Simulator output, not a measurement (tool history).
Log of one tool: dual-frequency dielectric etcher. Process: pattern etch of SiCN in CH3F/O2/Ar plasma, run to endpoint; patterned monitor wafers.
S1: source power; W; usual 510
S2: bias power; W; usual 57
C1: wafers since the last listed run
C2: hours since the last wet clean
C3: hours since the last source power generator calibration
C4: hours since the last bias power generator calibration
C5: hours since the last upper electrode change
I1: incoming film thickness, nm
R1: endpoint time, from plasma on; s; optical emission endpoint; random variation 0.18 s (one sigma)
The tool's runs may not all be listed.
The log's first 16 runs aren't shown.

run	hour	S1	S2	C1	C2	C3	C4	C5	I1	R1
# hour 1309.0: source power generator calibrated
# hour 1388.4: wet clean of the chamber
17	1388.9	510	57	1466	0.5	79.9	219.4	915.3	13.92	38.3
18	1457.5	580	61	1460	69.1	148.5	288.0	983.9	13.72	35.2
19	1509.8	410	68	1113	121.4	200.8	340.3	1036.2	13.79	37.4
20	1556.2	630	70	987	167.8	247.2	386.7	1082.6	13.97	32.9
21	1637.4	510	51	1728	249.0	328.4	467.9	1163.8	13.91	39.3
22	1687.3	600	64	1062	298.9	378.3	517.8	1213.7	13.72	33.7
23	1758.8	510	57	1522	370.4	449.8	589.3	1285.2	13.70	36.8
24	1818.3	510	57	1266	429.9	509.3	648.8	1344.7	13.88	37.5
25	1885.8	510	57	1436	497.4	576.8	716.3	1412.2	13.75	36.7
26	1938.8	510	49	1128	550.4	629.8	769.3	1465.2	13.78	38.6
27	2012.3	550	45	1564	623.9	703.3	842.8	1538.7	13.84	39.0
# hour 2187.3: wet clean of the chamber
28	2231.5	510	57	4155	44.2	922.5	1062.0	1757.9	13.79	37.7
29	2315.1	510	57	1779	127.8	1006.1	1145.6	1841.5	13.78	37.8
30	2363.8	610	43	1036	176.5	1054.8	1194.3	1890.2	13.60	39.0
31	2410.6	510	57	996	223.3	1101.6	1241.1	1937.0	13.86	37.7
32	2580.1	590	45	3608	392.8	1271.1	1410.6	2106.5	13.88	38.8
33	2866.8	400	50	6103	679.5	1557.8	1697.3	2393.2	13.93	41.3
34	2961.4	610	65	2013	774.1	1652.4	1791.9	2487.8	13.69	32.3

5 ways to go on from here, each from the tool as it stands after run 34. What would each give?
A	2961.8	510	57	8	774.5	1652.8	1792.3	2488.2	13.85	?
B	2961.8	600	50	8	774.5	1652.8	1792.3	2488.2	13.85	?
C	2961.8	510	47	8	774.5	1652.8	1792.3	2488.2	13.85	?
D	2961.8	590	53	8	774.5	1652.8	1792.3	2488.2	13.85	?
E	2961.8	570	63	8	774.5	1652.8	1792.3	2488.2	13.85	?

run	R1
A	36.5
B	36.4
C	39.3
D	35.8
E	33.9
Without the tool's hidden state the same runs would have given:
run	R1
A	38.5
B	38.4
C	41.4
D	37.8
E	35.8

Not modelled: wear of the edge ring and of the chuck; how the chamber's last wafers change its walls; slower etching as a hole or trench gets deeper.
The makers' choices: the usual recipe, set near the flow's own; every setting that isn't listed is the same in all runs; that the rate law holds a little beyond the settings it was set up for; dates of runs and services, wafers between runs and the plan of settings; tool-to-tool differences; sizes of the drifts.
